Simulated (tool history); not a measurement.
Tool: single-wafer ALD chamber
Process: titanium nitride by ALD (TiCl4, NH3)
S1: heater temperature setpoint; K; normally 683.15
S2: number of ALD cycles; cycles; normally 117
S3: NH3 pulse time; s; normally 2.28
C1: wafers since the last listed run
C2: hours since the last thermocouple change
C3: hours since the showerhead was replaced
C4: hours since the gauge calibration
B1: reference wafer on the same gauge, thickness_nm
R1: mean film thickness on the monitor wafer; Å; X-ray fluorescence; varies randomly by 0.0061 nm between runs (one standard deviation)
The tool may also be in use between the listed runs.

{"run": 1, "hour": 0.0, "S1": 683.15, "S2": 117, "S3": 2.95, "C1": 0, "C2": 310.7, "C3": 2013.2, "C4": 1275.9, "B1": 2.456, "R1": 24.46}
{"run": 2, "hour": 85.3, "S1": 683.15, "S2": 117, "S3": 2.95, "C1": 247, "C2": 396, "C3": 2098.5, "C4": 1361.2, "B1": 2.452, "R1": 24.3}
{"run": 3, "hour": 149.2, "S1": 683.15, "S2": 117, "S3": 2.95, "C1": 185, "C2": 459.9, "C3": 2162.4, "C4": 1425.1, "B1": 2.451, "R1": 24.32}
{"run": 4, "hour": 222.7, "S1": 683.15, "S2": 117, "S3": 2.28, "C1": 213, "C2": 533.4, "C3": 2235.9, "C4": 1498.6, "B1": 2.445, "R1": 24.26}
{"run": 5, "hour": 273.4, "S1": 683.15, "S2": 117, "S3": 2.28, "C1": 147, "C2": 584.1, "C3": 2286.6, "C4": 1549.3, "B1": 2.447, "R1": 24.27}
{"run": 6, "hour": 331.8, "S1": 683.15, "S2": 117, "S3": 2.28, "C1": 169, "C2": 642.5, "C3": 2345, "C4": 1607.7, "B1": 2.444, "R1": 24.2}
{"run": 7, "hour": 430.2, "S1": 683.15, "S2": 117, "S3": 2.28, "C1": 285, "C2": 740.9, "C3": 2443.4, "C4": 1706.1, "B1": 2.438, "R1": 24.29}
{"run": 8, "hour": 491.2, "S1": 683.15, "S2": 117, "S3": 2.28, "C1": 177, "C2": 801.9, "C3": 2504.4, "C4": 1767.1, "B1": 2.444, "R1": 24.24}
{"run": 9, "hour": 552.3, "S1": 683.15, "S2": 117, "S3": 2.28, "C1": 177, "C2": 863, "C3": 2565.5, "C4": 1828.2, "B1": 2.439, "R1": 24.09}
{"hour": 624.4, "done": "thermocouple changed; heater temperature recalibrated"}
{"run": 10, "hour": 657.8, "S1": 683.15, "S2": 117, "S3": 2.94, "C1": 283, "C2": 33.4, "C3": 2671, "C4": 1933.7, "B1": 2.438, "R1": 24.21}
{"run": 11, "hour": 745.9, "S1": 683.15, "S2": 117, "S3": 2.94, "C1": 255, "C2": 121.5, "C3": 2759.1, "C4": 2021.8, "B1": 2.433, "R1": 24.23}
{"run": 12, "hour": 796.2, "S1": 677.15, "S2": 135, "S3": 2.61, "C1": 146, "C2": 171.8, "C3": 2809.4, "C4": 2072.1, "B1": 2.431, "R1": 27.9}
{"run": 13, "hour": 880.0, "S1": 683.15, "S2": 117, "S3": 2.28, "C1": 243, "C2": 255.6, "C3": 2893.2, "C4": 2155.9, "B1": 2.428, "R1": 24}
{"hour": 1006.5, "done": "gauge calibrated"}
{"hour": 1090.1, "done": "showerhead replaced"}
{"run": 14, "hour": 1157.4, "S1": 692.15, "S2": 117, "S3": 2.63, "C1": 782, "C2": 533, "C3": 67.3, "C4": 150.9, "B1": 2.472, "R1": 24.53}
{"run": 15, "hour": 1198.3, "S1": 683.15, "S2": 117, "S3": 2.28, "C1": 118, "C2": 573.9, "C3": 108.2, "C4": 191.8, "B1": 2.471, "R1": 24.52}
{"run": 16, "hour": 1284.5, "S1": 683.15, "S2": 117, "S3": 2.28, "C1": 250, "C2": 660.1, "C3": 194.4, "C4": 278, "B1": 2.469, "R1": 24.44}
{"run": 17, "hour": 1322.6, "S1": 683.15, "S2": 117, "S3": 2.28, "C1": 110, "C2": 698.2, "C3": 232.5, "C4": 316.1, "B1": 2.467, "R1": 24.34}
{"hour": 1458.4, "done": "thermocouple changed; heater temperature recalibrated"}
{"run": 18, "hour": 1466.2, "S1": 677.15, "S2": 131, "S3": 2.28, "C1": 393, "C2": 7.8, "C3": 376.1, "C4": 459.7, "B1": 2.462, "R1": 27.18}
{"run": 19, "hour": 1509.0, "S1": 668.15, "S2": 95, "S3": 1.79, "C1": 124, "C2": 50.6, "C3": 418.9, "C4": 502.5, "B1": 2.464, "R1": 19.53}
{"run": 20, "hour": 1601.7, "S1": 673.15, "S2": 99, "S3": 1.94, "C1": 269, "C2": 143.3, "C3": 511.6, "C4": 595.2, "B1": 2.463, "R1": 20.51}
{"run": 21, "hour": 1674.8, "S1": 688.15, "S2": 102, "S3": 3.01, "C1": 212, "C2": 216.4, "C3": 584.7, "C4": 668.3, "B1": 2.457, "R1": 21.41}
{"run": 22, "hour": 1768.2, "S1": 693.15, "S2": 105, "S3": 1.42, "C1": 271, "C2": 309.8, "C3": 678.1, "C4": 761.7, "B1": 2.455, "R1": 21.64}

Here are 4 independent what-if runs from the current tool condition. What would each one return?
{"run": "A", "hour": 1768.9, "S1": 668.15, "S2": 117, "S3": 2.28, "C1": 2, "C2": 310.5, "C3": 678.8, "C4": 762.4, "B1": "?", "R1": "?"}
{"run": "B", "hour": 1768.9, "S1": 689.15, "S2": 100, "S3": 1.42, "C1": 2, "C2": 310.5, "C3": 678.8, "C4": 762.4, "B1": "?", "R1": "?"}
{"run": "C", "hour": 1768.9, "S1": 693.15, "S2": 117, "S3": 1.56, "C1": 2, "C2": 310.5, "C3": 678.8, "C4": 762.4, "B1": "?", "R1": "?"}
{"run": "D", "hour": 1768.9, "S1": 677.15, "S2": 130, "S3": 1.71, "C1": 2, "C2": 310.5, "C3": 678.8, "C4": 762.4, "B1": "?", "R1": "?"}

run=A B1=2.453 R1=24.13
run=B B1=2.453 R1=20.63
run=C B1=2.453 R1=24.2
run=D B1=2.453 R1=26.78
Without the tool's unlogged condition, the same runs would have read:
run=A R1=24.38
run=B R1=20.83
run=C R1=24.45
run=D R1=27.05
